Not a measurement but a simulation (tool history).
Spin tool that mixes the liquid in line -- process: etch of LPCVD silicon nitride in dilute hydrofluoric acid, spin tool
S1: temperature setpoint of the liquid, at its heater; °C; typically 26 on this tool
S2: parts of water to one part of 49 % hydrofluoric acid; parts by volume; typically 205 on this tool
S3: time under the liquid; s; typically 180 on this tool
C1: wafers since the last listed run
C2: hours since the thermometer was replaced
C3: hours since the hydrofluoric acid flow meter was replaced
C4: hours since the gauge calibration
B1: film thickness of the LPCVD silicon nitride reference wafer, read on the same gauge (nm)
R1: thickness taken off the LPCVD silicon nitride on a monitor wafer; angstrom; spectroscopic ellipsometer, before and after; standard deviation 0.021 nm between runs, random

{"run": 1, "hour": 0.0, "S1": 29, "S2": 205, "S3": 180, "C1": 0, "C2": 1890.5, "C3": 435, "C4": 911.1, "B1": 39.999, "R1": 6.22}
{"hour": 5.3, "done": "gauge calibrated"}
{"hour": 31.3, "done": "hydrofluoric acid flow meter replaced"}
{"run": 2, "hour": 89.8, "S1": 29, "S2": 205, "S3": 180, "C1": 737, "C2": 1980.3, "C3": 58.5, "C4": 84.5, "B1": 40.049, "R1": 5.9}
{"run": 3, "hour": 154.1, "S1": 29, "S2": 205, "S3": 180, "C1": 533, "C2": 2044.6, "C3": 122.8, "C4": 148.8, "B1": 40.018, "R1": 5.96}
{"run": 4, "hour": 193.8, "S1": 26, "S2": 205, "S3": 180, "C1": 329, "C2": 2084.3, "C3": 162.5, "C4": 188.5, "B1": 40.003, "R1": 4.68}
{"run": 5, "hour": 249.3, "S1": 26, "S2": 205, "S3": 180, "C1": 460, "C2": 2139.8, "C3": 218, "C4": 244, "B1": 39.996, "R1": 4.9}
{"run": 6, "hour": 335.1, "S1": 26, "S2": 205, "S3": 180, "C1": 712, "C2": 2225.6, "C3": 303.8, "C4": 329.8, "B1": 40.011, "R1": 4.86}
{"run": 7, "hour": 376.7, "S1": 26, "S2": 205, "S3": 180, "C1": 345, "C2": 2267.2, "C3": 345.4, "C4": 371.4, "B1": 40.005, "R1": 4.94}
{"run": 8, "hour": 424.6, "S1": 28, "S2": 205, "S3": 180, "C1": 397, "C2": 2315.1, "C3": 393.3, "C4": 419.3, "B1": 40.009, "R1": 5.48}
{"run": 9, "hour": 487.9, "S1": 24, "S2": 180, "S3": 140, "C1": 525, "C2": 2378.4, "C3": 456.6, "C4": 482.6, "B1": 39.995, "R1": 4.05}
{"hour": 510.1, "done": "hydrofluoric acid flow meter replaced"}
{"run": 10, "hour": 530.4, "S1": 26, "S2": 205, "S3": 180, "C1": 344, "C2": 2420.9, "C3": 20.3, "C4": 525.1, "B1": 39.967, "R1": 4.96}
{"run": 11, "hour": 577.6, "S1": 23.5, "S2": 235, "S3": 150, "C1": 391, "C2": 2468.1, "C3": 67.5, "C4": 572.3, "B1": 40.006, "R1": 3.21}
{"run": 12, "hour": 645.1, "S1": 26, "S2": 205, "S3": 70, "C1": 560, "C2": 2535.6, "C3": 135, "C4": 639.8, "B1": 39.982, "R1": 1.97}
{"hour": 702.9, "done": "thermometer replaced"}
{"hour": 775.6, "done": "gauge calibrated"}
{"run": 13, "hour": 914.8, "S1": 28, "S2": 205, "S3": 180, "C1": 2230, "C2": 211.9, "C3": 404.7, "C4": 139.2, "B1": 40.007, "R1": 5.76}
{"run": 14, "hour": 963.9, "S1": 28, "S2": 155, "S3": 280, "C1": 407, "C2": 261, "C3": 453.8, "C4": 188.3, "B1": 39.993, "R1": 12.21}
{"hour": 1034.9, "done": "hydrofluoric acid flow meter replaced"}
{"run": 15, "hour": 1041.6, "S1": 30.5, "S2": 205, "S3": 95, "C1": 636, "C2": 338.7, "C3": 6.7, "C4": 266, "B1": 40.003, "R1": 3.14}

Consider 5 possible next runs. They are alternatives, not a sequence: every one starts from the tool as it was left by run 15. What does each give?
{"run": "A", "hour": 1042.1, "S1": 26, "S2": 205, "S3": 180, "C1": 4, "C2": 339.2, "C3": 7.2, "C4": 266.5, "B1": "?", "R1": "?"}
{"run": "B", "hour": 1042.1, "S1": 26, "S2": 255, "S3": 180, "C1": 4, "C2": 339.2, "C3": 7.2, "C4": 266.5, "B1": "?", "R1": "?"}
{"run": "C", "hour": 1042.1, "S1": 26, "S2": 275, "S3": 265, "C1": 4, "C2": 339.2, "C3": 7.2, "C4": 266.5, "B1": "?", "R1": "?"}
{"run": "D", "hour": 1042.1, "S1": 29.5, "S2": 205, "S3": 180, "C1": 4, "C2": 339.2, "C3": 7.2, "C4": 266.5, "B1": "?", "R1": "?"}
{"run": "E", "hour": 1042.1, "S1": 29, "S2": 165, "S3": 130, "C1": 4, "C2": 339.2, "C3": 7.2, "C4": 266.5, "B1": "?", "R1": "?"}

run=A B1=39.993 R1=4.87
run=B B1=39.993 R1=3.91
run=C B1=39.993 R1=5.34
run=D B1=39.993 R1=6.03
run=E B1=39.993 R1=5.26
Without the tool's hidden state the same runs would have given:
run=A R1=4.87
run=B R1=3.91
run=C R1=5.34
run=D R1=6.03
run=E R1=5.26
